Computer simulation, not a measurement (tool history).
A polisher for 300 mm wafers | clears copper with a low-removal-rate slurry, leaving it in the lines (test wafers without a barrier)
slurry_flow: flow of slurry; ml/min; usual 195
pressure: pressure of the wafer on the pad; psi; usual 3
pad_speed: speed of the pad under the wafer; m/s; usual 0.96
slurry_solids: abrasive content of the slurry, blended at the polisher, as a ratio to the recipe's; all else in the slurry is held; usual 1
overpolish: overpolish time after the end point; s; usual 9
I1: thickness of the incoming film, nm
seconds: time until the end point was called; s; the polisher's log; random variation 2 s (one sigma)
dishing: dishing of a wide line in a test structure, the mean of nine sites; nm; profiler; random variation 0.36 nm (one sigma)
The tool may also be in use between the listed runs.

Run 1, day 0: usual settings but overpolish 5 s; I1 384.3. Result: seconds 120.4 s, dishing 11.4 nm.
Run 2, day 0.346: usual settings but slurry_solids 0.85; I1 385. Result: seconds 127.9 s, dishing 19.1 nm.
Run 3, day 0.821: usual settings but slurry_solids 0.85; I1 381.1. Result: seconds 124.7 s, dishing 19.4 nm.
Run 4, day 1.175: usual settings but pad_speed 0.74 m/s; I1 384.6. Result: seconds 160.5 s, dishing 16 nm.
Run 5, day 1.917: usual settings; I1 374.4. Result: seconds 123.5 s, dishing 19.8 nm.
Run 6, day 2.388: usual settings; I1 376.9. Result: seconds 121.2 s, dishing 19.6 nm.
Run 7, day 2.662: usual settings but pressure 2.5 psi, overpolish 7 s; I1 378.1. Result: seconds 137.6 s, dishing 13.8 nm.
Run 8, day 3.312: usual settings but pressure 2.5 psi, overpolish 7 s; I1 378.1. Result: seconds 137.4 s, dishing 14 nm.
Run 9, day 3.875: usual settings but pressure 2.5 psi, overpolish 7 s; I1 386.9. Result: seconds 142.1 s, dishing 14.1 nm.
Run 10, day 4.196: usual settings; I1 381. Result: seconds 123.2 s, dishing 19.1 nm.
At day 4.754: worn pad replaced by a new one.
Run 11, day 4.775: usual settings; I1 379.8. Result: seconds 128.1 s, dishing 19.3 nm.
Run 12, day 5.121: usual settings but overpolish 6 s; I1 383.3. Result: seconds 130.4 s, dishing 12.9 nm.
At day 5.525: slurry blender recalibrated.
Run 13, day 5.696: usual settings but slurry_flow 260 ml/min, slurry_solids 1.2; I1 382.4. Result: seconds 108.9 s, dishing 23.1 nm.
At day 6.2: head pressure recalibrated.
Run 14, day 6.221: usual settings but slurry_flow 135 ml/min, pressure 3.6 psi, pad_speed 1.28 m/s; I1 384.4. Result: seconds 85.4 s, dishing 28.2 nm.
Run 15, day 6.883: usual settings but slurry_solids 1.15; I1 377.9. Result: seconds 109.8 s, dishing 21.3 nm.
Run 16, day 7.704: usual settings; I1 382.9. Result: seconds 119.1 s, dishing 20.6 nm.
At day 7.842: slurry nozzle cleaned.
Run 17, day 8: usual settings but slurry_flow 230 ml/min, pad_speed 0.86 m/s, slurry_solids 0.8, overpolish 11 s; I1 382.4. Result: seconds 135.4 s, dishing 22.1 nm.
Run 18, day 8.675: usual settings; I1 379.2. Result: seconds 122.8 s, dishing 20.6 nm.
Run 19, day 9.421: usual settings but pressure 2.1 psi, pad_speed 1.3 m/s, overpolish 11 s; I1 380.5. Result: seconds 106.1 s, dishing 27.6 nm.
Run 20, day 9.812: usual settings; I1 384.6. Result: seconds 120.2 s, dishing 20 nm.
Run 21, day 10.367: usual settings but slurry_flow 265 ml/min, pressure 2.3 psi; I1 372.3. Result: seconds 131.8 s, dishing 19 nm.
Run 22, day 10.679: usual settings but slurry_flow 265 ml/min, pressure 2.3 psi; I1 381.8. Result: seconds 131.1 s, dishing 18.7 nm.
Run 23, day 11.317: usual settings but slurry_flow 140 ml/min, pad_speed 0.72 m/s; I1 379. Result: seconds 167.1 s, dishing 15.5 nm.
Run 24, day 11.988: usual settings but slurry_flow 260 ml/min, pad_speed 1.22 m/s, overpolish 6 s; I1 374. Result: seconds 87.2 s, dishing 17.4 nm.

Run 25 comes next. What will it give?
Run 25, day 12.712: usual settings; I1 374.4. Result: seconds ?, dishing ?.

Run 25 gave seconds 118.1 s, dishing 20.2 nm.
Without the tool's hidden state the same run would have given seconds 114 s, dishing 20.9 nm.
